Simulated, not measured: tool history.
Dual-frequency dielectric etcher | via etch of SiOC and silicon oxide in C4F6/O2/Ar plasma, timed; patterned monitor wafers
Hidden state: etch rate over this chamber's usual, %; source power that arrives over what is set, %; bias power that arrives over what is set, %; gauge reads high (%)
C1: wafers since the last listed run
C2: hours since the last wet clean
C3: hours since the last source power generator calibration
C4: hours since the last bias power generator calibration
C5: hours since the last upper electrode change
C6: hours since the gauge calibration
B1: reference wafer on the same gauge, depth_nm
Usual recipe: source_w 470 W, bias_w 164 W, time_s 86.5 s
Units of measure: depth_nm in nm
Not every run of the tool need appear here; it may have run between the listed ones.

run 1 day=0 | source_w=470 bias_w=164 time_s=86.5 | C1=0 C2=495.1 C3=3072.8 C4=3299.9 C5=4488.8 C6=347.6 | B1=110 | depth_nm=96.1
run 2 day=1.183 | source_w=470 bias_w=156 time_s=86.5 | C1=224 C2=523.5 C3=3101.2 C4=3328.3 C5=4517.2 C6=376 | B1=109.9 | depth_nm=94.7
run 3 day=1.842 | source_w=470 bias_w=164 time_s=86.5 | C1=124 C2=539.3 C3=3117 C4=3344.1 C5=4533 C6=391.8 | B1=110 | depth_nm=96.4
run 4 day=2.888 | source_w=470 bias_w=164 time_s=86.5 | C1=198 C2=564.4 C3=3142.1 C4=3369.2 C5=4558.1 C6=416.9 | B1=110 | depth_nm=95.8
run 5 day=3.554 | source_w=470 bias_w=164 time_s=86.5 | C1=126 C2=580.4 C3=3158.1 C4=3385.2 C5=4574.1 C6=432.9 | B1=109.9 | depth_nm=96.4
run 6 day=4.596 | source_w=410 bias_w=164 time_s=86.5 | C1=197 C2=605.4 C3=3183.1 C4=3410.2 C5=4599.1 C6=457.9 | B1=109.9 | depth_nm=90.3
-- day=5.762 bias power generator calibrated
-- day=6.15 wet clean of the chamber
run 7 day=6.171 | source_w=410 bias_w=164 time_s=86.5 | C1=193 C2=0.5 C3=3220.9 C4=9.8 C5=4636.9 C6=495.7 | B1=110.1 | depth_nm=93.5
run 8 day=6.538 | source_w=470 bias_w=164 time_s=86.5 | C1=69 C2=9.3 C3=3229.7 C4=18.6 C5=4645.7 C6=504.5 | B1=110 | depth_nm=99.1
-- day=7.008 gauge calibrated
run 9 day=7.542 | source_w=470 bias_w=164 time_s=86.5 | C1=190 C2=33.4 C3=3253.8 C4=42.7 C5=4669.8 C6=12.8 | B1=110.1 | depth_nm=97.9
run 10 day=8.217 | source_w=590 bias_w=134 time_s=86.5 | C1=127 C2=49.6 C3=3270 C4=58.9 C5=4686 C6=29 | B1=110 | depth_nm=102.4
run 11 day=9 | source_w=470 bias_w=156 time_s=86.5 | C1=148 C2=68.4 C3=3288.8 C4=77.7 C5=4704.8 C6=47.8 | B1=110 | depth_nm=96.3
-- day=9.233 source power generator calibrated
run 12 day=13.333 | source_w=510 bias_w=176 time_s=73 | C1=790 C2=172.4 C3=98.4 C4=181.7 C5=4808.8 C6=151.8 | B1=110 | depth_nm=87
-- day=15.088 upper electrode replaced
run 13 day=15.108 | source_w=470 bias_w=201 time_s=86.5 | C1=146 C2=215 C3=141 C4=224.3 C5=0.5 C6=194.4 | B1=110 | depth_nm=104.1
run 14 day=15.125 | source_w=470 bias_w=164 time_s=86.5 | C1=3 C2=215.4 C3=141.4 C4=224.7 C5=0.9 C6=194.8 | B1=109.9 | depth_nm=97.7
run 15 day=15.833 | source_w=510 bias_w=204 time_s=63.5 | C1=134 C2=232.4 C3=158.4 C4=241.7 C5=17.9 C6=211.8 | B1=110 | depth_nm=79.2
run 16 day=16.808 | source_w=540 bias_w=164 time_s=78 | C1=184 C2=255.8 C3=181.8 C4=265.1 C5=41.3 C6=235.2 | B1=110 | depth_nm=93.3

What will run 17 give?
run 17 day=17.488 | source_w=570 bias_w=192 time_s=73.5 | C1=128 C2=272.1 C3=198.1 C4=281.4 C5=57.6 C6=251.5 | B1=? | depth_nm=?

{"run 17": {"B1": 110, "depth_nm": 94.1}}
With the hidden condition absent and the run-to-run variation left alone, this run would have shown depth_nm 95.2 nm.
